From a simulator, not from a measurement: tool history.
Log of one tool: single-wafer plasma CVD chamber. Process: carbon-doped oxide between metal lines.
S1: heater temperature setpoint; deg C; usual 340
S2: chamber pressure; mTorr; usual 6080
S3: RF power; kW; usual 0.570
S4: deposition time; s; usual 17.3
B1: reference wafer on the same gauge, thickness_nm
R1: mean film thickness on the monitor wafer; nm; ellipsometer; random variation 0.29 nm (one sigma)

run   hour   S1    S2     S3    S4       B1       R1
  1    0.0  337  6080  0.570  16.4  105.043   94.659
  2   33.0  337  6080  0.570  16.4  104.996   93.969
  3   61.8  337  6080  0.570  16.4  105.065   94.280
  4   85.5  340  6080  0.570  17.3  105.077   98.366
  5  115.4  334  6080  0.540  17.3  104.909   97.487
  6  130.2  334  6080  0.540  17.3  104.989   97.290
  7  150.2  340  6080  0.570  17.3  105.025   98.012
     170.1  -- thermocouple changed; heater temperature recalibrated
  8  170.6  340  6080  0.570  17.3  105.068   98.497
  9  194.8  340  6080  0.570  17.3  105.004   98.005
     216.7  -- showerhead replaced
 10  217.2  340  6080  0.505  15.6  104.994   82.284
     221.9  -- gauge calibrated
 11  242.1  340  6080  0.505  15.6  105.129   81.901
 12  258.3  330  6430  0.570  17.3  104.976  101.801
 13  282.6  335  7410  0.570  14.1  105.014   82.602
     293.9  -- RF generator calibrated
 14  296.1  340  6080  0.570  17.3  105.145  101.881
     331.0  -- capacitance manometer re-zeroed and calibrated
 15  340.8  354  6080  0.570  14.8  105.139   83.831
 16  365.1  354  6710  0.660  20.4  105.108  126.363
 17  383.0  352  5350  0.570  17.3  105.048   96.984
 18  412.4  352  7230  0.635  20.4  104.967  124.210
 19  438.6  344  6080  0.570  17.3  104.916  100.693
 20  450.6  340  6080  0.570  17.3  104.990  102.093
 21  474.3  337  6080  0.570  16.4  105.006   97.182
 22  501.8  340  4810  0.570  17.3  104.967   98.708
 23  519.0  348  6080  0.455  17.3  105.012   86.434
 24  555.3  340  6080  0.510  17.3  105.023   94.702

Forecast each of these 5 alternatives for the next run:
  A  555.7  340  6080  0.465  17.3   ?   ?
  B  555.7  340  6080  0.615  17.3   ?   ?
  C  555.7  330  6080  0.640  18.5   ?   ?
  D  555.7  325  6080  0.570  17.3   ?   ?
  E  555.7  326  6080  0.465  18.9   ?   ?

run       B1       R1
  A  104.963   89.649
  B  104.963  105.566
  C  104.963  119.602
  D  104.963  106.833
  E  104.963  102.975
Without the tool's hidden state the same runs would have given:
run       R1
  A   90.582
  B  106.614
  C  120.789
  D  107.893
  E  104.046
